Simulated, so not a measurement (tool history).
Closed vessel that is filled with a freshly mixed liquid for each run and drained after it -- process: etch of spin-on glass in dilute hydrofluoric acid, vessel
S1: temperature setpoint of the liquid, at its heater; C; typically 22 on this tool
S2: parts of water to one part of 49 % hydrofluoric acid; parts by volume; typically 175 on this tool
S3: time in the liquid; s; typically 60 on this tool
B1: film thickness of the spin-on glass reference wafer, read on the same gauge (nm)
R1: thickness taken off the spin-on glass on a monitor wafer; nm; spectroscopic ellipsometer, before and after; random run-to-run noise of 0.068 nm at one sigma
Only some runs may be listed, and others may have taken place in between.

run	day	S1	S2	S3	B1	R1
1	0	22	175	60	39.96	11.7
2	0.554	22	175	60	40.05	11.63
3	1.604	23.5	245	60	40.02	8.19
4	2.588	23.5	245	60	39.98	8.16
5	4.075	23.5	245	60	40	8.18
6	4.842	19	105	60	40.02	18.58
7	5.429	19	105	60	40	18.63
8	6.733	19	105	60	40.03	18.65
9	7.854	22	175	70	40.03	13.66
10	9.096	22	175	60	40.02	11.84
11	11.546	22	240	85	40	11.52
# day 11.979: hydrofluoric acid flow meter replaced
12	12.921	22	175	60	40.04	12.82
13	13.925	22	175	60	40.05	12.78
14	15.35	22	175	60	40.02	12.63
15	16.679	24.5	175	60	39.98	14.1
16	17.538	18	135	75	39.99	18.46
17	18.208	18	175	80	40.04	14.57
# day 18.279: hydrofluoric acid flow meter replaced, repeated, since the last time left the tool worse
18	18.871	24	200	60	39.98	10.09
# day 19.367: gauge calibrated
19	19.738	22	175	60	40.01	10.96
20	20.712	22	115	40	39.99	11.99
21	22.121	22	175	60	40.02	11.02
# day 22.275: thermometer replaced
22	23.508	17.5	175	60	40.02	9.13
23	24.188	22	175	60	39.95	11.07
24	24.958	26	250	60	40.01	8.22
25	25.729	20.5	210	45	40	6.28
26	26.433	22	215	40	40.01	5.66
27	27.371	18.5	250	85	40.01	8.84
28	28.104	26.5	175	45	39.97	9.77
29	29.421	22	175	60	39.97	11.06
30	30.129	26.5	175	60	40.03	13.1
31	30.662	22	175	60	40.01	11.06

5 ways to go on from here, each from the tool as it stands after run 31. What would each give?
A	30.692	22	175	60	?	?
B	30.692	18	140	60	?	?
C	30.692	25.5	105	30	?	?
D	30.692	23.5	120	40	?	?
E	30.692	17.5	135	30	?	?

run	B1	R1
A	40.02	10.97
B	40.02	12.13
C	40.02	11.34
D	40.02	12.01
E	40.02	6.19
What these runs would have given with no unlogged condition in the tool:
run	R1
A	10.71
B	11.85
C	11.08
D	11.74
E	6.05
